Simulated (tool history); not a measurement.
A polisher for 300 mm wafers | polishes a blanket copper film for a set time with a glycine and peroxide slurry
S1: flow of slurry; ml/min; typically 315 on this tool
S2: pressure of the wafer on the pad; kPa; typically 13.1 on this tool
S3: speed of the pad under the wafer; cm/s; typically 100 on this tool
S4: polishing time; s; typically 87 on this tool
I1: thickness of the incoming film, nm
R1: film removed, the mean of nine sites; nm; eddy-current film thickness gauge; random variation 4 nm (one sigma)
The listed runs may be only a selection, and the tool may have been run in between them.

| run | hour | S1 | S2 | S3 | S4 | I1 | R1 |
|---|---|---|---|---|---|---|---|
| 1 | 0 | 315 | 13.1 | 100 | 97 | 1826.7 | 455 |
|  | 49.6 | head pressure recalibrated |
| 2 | 62.8 | 315 | 13.1 | 100 | 97 | 1833.3 | 423.4 |
| 3 | 117.5 | 315 | 13.1 | 100 | 97 | 1827.3 | 423.8 |
| 4 | 166.2 | 315 | 13.1 | 100 | 87 | 1831 | 370.9 |
| 5 | 221 | 315 | 13.1 | 100 | 87 | 1819 | 391.1 |
| 6 | 276.2 | 315 | 13.1 | 100 | 87 | 1852.8 | 381.6 |
|  | 303 | worn pad replaced by a new one |
| 7 | 335 | 315 | 13.1 | 76 | 87 | 1808.6 | 313.1 |
| 8 | 409.3 | 315 | 13.1 | 76 | 87 | 1843.1 | 314.2 |
| 9 | 483.7 | 315 | 13.1 | 100 | 87 | 1800.4 | 389.3 |
| 10 | 568.1 | 315 | 13.1 | 100 | 87 | 1831.1 | 386.7 |
| 11 | 654.7 | 315 | 13.1 | 100 | 87 | 1828.1 | 394.6 |
|  | 703.1 | worn pad replaced by a new one |
| 12 | 757.4 | 315 | 13.1 | 100 | 87 | 1794.5 | 405.1 |
|  | 764.6 | slurry nozzle cleaned |
|  | 842.9 | head pressure recalibrated |
| 13 | 862 | 315 | 16.5 | 100 | 87 | 1823.7 | 455.7 |
| 14 | 903.3 | 315 | 16.5 | 100 | 87 | 1828.5 | 455.7 |
| 15 | 942.9 | 315 | 13.1 | 100 | 70 | 1828 | 306.8 |
|  | 1041.1 | worn pad replaced by a new one |
| 16 | 1048 | 315 | 13.1 | 88 | 98 | 1833.8 | 388.7 |
| 17 | 1109.4 | 210 | 16.5 | 100 | 87 | 1837.4 | 426.7 |
| 18 | 1200.8 | 315 | 13.1 | 100 | 87 | 1872.7 | 392.7 |
| 19 | 1282.7 | 315 | 13.1 | 100 | 87 | 1821.8 | 389 |
| 20 | 1348.7 | 315 | 13.1 | 100 | 87 | 1864.4 | 387.4 |
| 21 | 1435.4 | 365 | 16.5 | 124 | 95 | 1859.2 | 632.2 |
|  | 1448.8 | worn pad replaced by a new one |
| 22 | 1478.8 | 315 | 13.1 | 72 | 102 | 1805.7 | 360.2 |
| 23 | 1566.3 | 315 | 13.1 | 100 | 87 | 1847.9 | 401.6 |
| 24 | 1619.5 | 315 | 17.9 | 88 | 73 | 1839.3 | 400.3 |
|  | 1687 | slurry nozzle cleaned |
| 25 | 1689 | 315 | 13.1 | 118 | 76 | 1847 | 409.9 |
| 26 | 1733.6 | 245 | 13.1 | 100 | 87 | 1828.1 | 400.1 |
| 27 | 1778.1 | 245 | 13.1 | 100 | 108 | 1815.7 | 501.3 |
|  | 1815.1 | worn pad replaced by a new one |
| 28 | 1816.9 | 260 | 13.1 | 72 | 87 | 1838.3 | 314.5 |

4 ways to go on from here, each from the tool as it stands after run 28. What would each give?
| A | 1817.4 | 380 | 13.1 | 100 | 87 | 1849.7 | ? |
| B | 1817.4 | 315 | 13.1 | 72 | 87 | 1849.7 | ? |
| C | 1817.4 | 265 | 13.1 | 80 | 87 | 1849.7 | ? |
| D | 1817.4 | 410 | 16.5 | 100 | 87 | 1849.7 | ? |

| run | R1 |
|---|---|
| A | 426.7 |
| B | 327.8 |
| C | 347.8 |
| D | 517.6 |
With no hidden state in the tool, these same runs would have given:
| run | R1 |
|---|---|
| A | 386.8 |
| B | 299.5 |
| C | 316.9 |
| D | 466.9 |
